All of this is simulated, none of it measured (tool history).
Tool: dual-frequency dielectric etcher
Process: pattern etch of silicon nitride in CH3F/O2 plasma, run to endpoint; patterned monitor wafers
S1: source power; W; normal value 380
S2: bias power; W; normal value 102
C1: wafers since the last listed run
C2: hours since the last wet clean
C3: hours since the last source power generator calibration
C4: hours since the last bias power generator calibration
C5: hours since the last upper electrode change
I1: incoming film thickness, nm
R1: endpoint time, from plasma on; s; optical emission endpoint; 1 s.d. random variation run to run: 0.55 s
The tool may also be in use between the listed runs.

run	hour	S1	S2	C1	C2	C3	C4	C5	I1	R1
1	0	380	102	0	177.9	3261.1	985.7	2710.4	77.8	77.8
2	21.4	380	102	160	199.3	3282.5	1007.1	2731.8	77.1	77.7
3	41.2	380	102	148	219.1	3302.3	1026.9	2751.6	77	77.6
4	76.5	380	102	265	254.4	3337.6	1062.2	2786.9	78.1	79.1
5	94.6	380	102	135	272.5	3355.7	1080.3	2805	77.2	78.5
6	117.2	380	102	169	295.1	3378.3	1102.9	2827.6	77.1	76.8
7	147.7	360	110	229	325.6	3408.8	1133.4	2858.1	77.3	77.8
8	182.3	380	102	259	360.2	3443.4	1168	2892.7	78.7	78.8
# hour 207.4: source power generator calibrated
9	210.7	380	102	183	388.6	3.3	1196.4	2921.1	78.1	79.3
10	230.5	380	102	148	408.4	23.1	1216.2	2940.9	78.1	78.4
11	249.7	380	102	144	427.6	42.3	1235.4	2960.1	78.1	78.4
12	272.8	380	102	173	450.7	65.4	1258.5	2983.2	77.3	78.1
13	288.5	360	102	117	466.4	81.1	1274.2	2998.9	77.3	80
14	321.7	440	122	249	499.6	114.3	1307.4	3032.1	78.7	67.9
15	354.9	430	110	249	532.8	147.5	1340.6	3065.3	77.5	70.3
# hour 402.5: upper electrode replaced
# hour 419.9: wet clean of the chamber
16	420.4	380	90	181	0.5	213	1406.1	17.9	77.6	81.7
17	420.8	380	102	3	0.9	213.4	1406.5	18.3	78	78.9
18	503.1	350	119	618	83.2	295.7	1488.8	100.6	77.7	77.2
19	529.6	420	79	199	109.7	322.2	1515.3	127.1	77.9	82.2
20	546.6	470	77	127	126.7	339.2	1532.3	144.1	79	79
21	565.6	380	102	142	145.7	358.2	1551.3	163.1	77.8	77.3
# hour 574.9: bias power generator calibrated
22	581.6	430	91	90	161.7	374.2	6.7	179.1	77	75.8
23	625.6	350	78	330	205.7	418.2	50.7	223.1	78.2	92.7
24	645.5	380	102	149	225.6	438.1	70.6	243	78.1	78.1
25	666.1	480	127	154	246.2	458.7	91.2	263.6	77	63.4
26	688.9	450	113	171	269	481.5	114	286.4	77.8	69.3
27	701.7	470	94	96	281.8	494.3	126.8	299.2	78	72.6
28	734.1	350	89	243	314.2	526.7	159.2	331.6	78.2	87.9
29	768.9	380	102	261	349	561.5	194	366.4	77.1	78.3
30	786.5	380	124	132	366.6	579.1	211.6	384	77.3	72.2
31	807.5	300	125	157	387.6	600.1	232.6	405	78.2	84.7
32	838.3	300	122	231	418.4	630.9	263.4	435.8	76.7	84.5
33	862	320	110	177	442.1	654.6	287.1	459.5	77.5	83.8
34	897.6	380	102	267	477.7	690.2	322.7	495.1	77.2	78.6
35	949	420	76	386	529.1	741.6	374.1	546.5	77.9	82.3
36	976.3	340	115	205	556.4	768.9	401.4	573.8	77.8	79.6

Hidden state, per run?
etch rate over this chamber's usual, %: 0 across all the runs
source power that arrives over what is set, %: 0 across all the runs
bias power that arrives over what is set, %: 0 across all the runs
